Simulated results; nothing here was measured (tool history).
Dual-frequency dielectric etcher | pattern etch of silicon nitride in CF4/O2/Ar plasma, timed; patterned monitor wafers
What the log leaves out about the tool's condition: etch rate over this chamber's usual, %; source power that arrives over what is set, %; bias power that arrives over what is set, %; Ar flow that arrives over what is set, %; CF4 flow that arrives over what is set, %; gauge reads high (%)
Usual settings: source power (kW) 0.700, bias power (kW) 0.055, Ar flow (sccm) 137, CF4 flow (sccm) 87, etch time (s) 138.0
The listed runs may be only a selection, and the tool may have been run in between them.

run	hour	source power (kW)	bias power (kW)	Ar flow (sccm)	CF4 flow (sccm)	etch time (s)	wafers since the last listed run	hours since the last wet clean	hours since the last source power generator calibration	hours since the last bias power generator calibration	hours since the last Ar flow controller change	hours since the last CF4 flow controller change	hours since the last upper electrode change	hours since the gauge calibration	read-back reference wafer on the same gauge, depth_nm	mean etch depth across the wafer (angstrom)
1	0.0	0.700	0.055	164	79	103.0	0	440.0	113.8	2652.0	40.2	0.3	64.7	646.8	414.0	2608
2	9.8	0.700	0.055	137	105	138.0	54	449.8	123.6	2661.8	50.0	10.1	74.5	656.6	413.6	3757
3	20.3	0.530	0.055	137	78	138.0	58	460.3	134.1	2672.3	60.5	20.6	85.0	667.1	414.0	2837
# hour 22.7: gauge calibrated
4	31.0	0.700	0.048	137	87	108.5	59	471.0	144.8	2683.0	71.2	31.3	95.7	8.3	413.9	2748
5	44.5	0.700	0.055	137	87	138.0	74	484.5	158.3	2696.5	84.7	44.8	109.2	21.8	414.1	3690
6	61.5	0.800	0.067	154	87	138.0	93	501.5	175.3	2713.5	101.7	61.8	126.2	38.8	414.1	4389
7	68.7	0.630	0.055	137	87	167.5	39	508.7	182.5	2720.7	108.9	69.0	133.4	46.0	414.0	4070
# hour 97.1: wet clean of the chamber
8	97.6	0.700	0.055	137	68	156.5	27	0.5	211.4	2749.6	137.8	97.9	162.3	74.9	414.0	3934
9	97.9	0.810	0.055	171	87	152.0	1	0.8	211.7	2749.9	138.1	98.2	162.6	75.2	414.2	4303
# hour 110.7: bias power generator calibrated
10	111.5	0.700	0.055	137	87	138.0	53	14.4	225.3	0.8	151.7	111.8	176.2	88.8	414.1	3572
11	161.8	0.700	0.055	137	87	138.0	277	64.7	275.6	51.1	202.0	162.1	226.5	139.1	414.0	3570
12	190.5	0.700	0.055	124	87	106.0	158	93.4	304.3	79.8	230.7	190.8	255.2	167.8	414.1	2793
13	205.1	0.700	0.055	137	87	138.0	80	108.0	318.9	94.4	245.3	205.4	269.8	182.4	414.1	3589
14	220.0	0.700	0.055	164	87	138.0	82	122.9	333.8	109.3	260.2	220.3	284.7	197.3	413.9	3497
15	237.3	0.700	0.055	137	87	138.0	95	140.2	351.1	126.6	277.5	237.6	302.0	214.6	413.7	3640
16	248.5	0.700	0.055	137	87	138.0	61	151.4	362.3	137.8	288.7	248.8	313.2	225.8	414.2	3614
17	257.4	0.750	0.042	137	87	138.0	49	160.3	371.2	146.7	297.6	257.7	322.1	234.7	414.2	3453
18	300.3	0.530	0.055	121	87	138.0	236	203.2	414.1	189.6	340.5	300.6	365.0	277.6	413.7	2880
19	310.9	0.700	0.046	137	75	165.0	58	213.8	424.7	200.2	351.1	311.2	375.6	288.2	413.9	3954
20	317.6	0.700	0.064	137	106	138.0	37	220.5	431.4	206.9	357.8	317.9	382.3	294.9	414.5	3941
21	329.7	0.700	0.055	137	87	138.0	66	232.6	443.5	219.0	369.9	330.0	394.4	307.0	414.4	3625

Consider 4 possible next runs. They are alternatives, not a sequence: every one starts from the tool as it was left by run 21. What does each give?
A	330.2	0.700	0.055	137	87	138.0	2	233.1	444.0	219.5	370.4	330.5	394.9	307.5	?	?
B	330.2	0.700	0.043	151	87	123.5	2	233.1	444.0	219.5	370.4	330.5	394.9	307.5	?	?
C	330.2	0.600	0.055	164	87	176.5	2	233.1	444.0	219.5	370.4	330.5	394.9	307.5	?	?
D	330.2	0.640	0.043	137	87	138.0	2	233.1	444.0	219.5	370.4	330.5	394.9	307.5	?	?

run	read-back reference wafer on the same gauge, depth_nm	mean etch depth across the wafer (angstrom)
A	413.4	3644
B	413.4	2904
C	413.4	3959
D	413.4	3048
Stripped of hidden state, with their random variation kept, the same runs would have yielded:
run	mean etch depth across the wafer (angstrom)
A	3585
B	2857
C	3895
D	2999
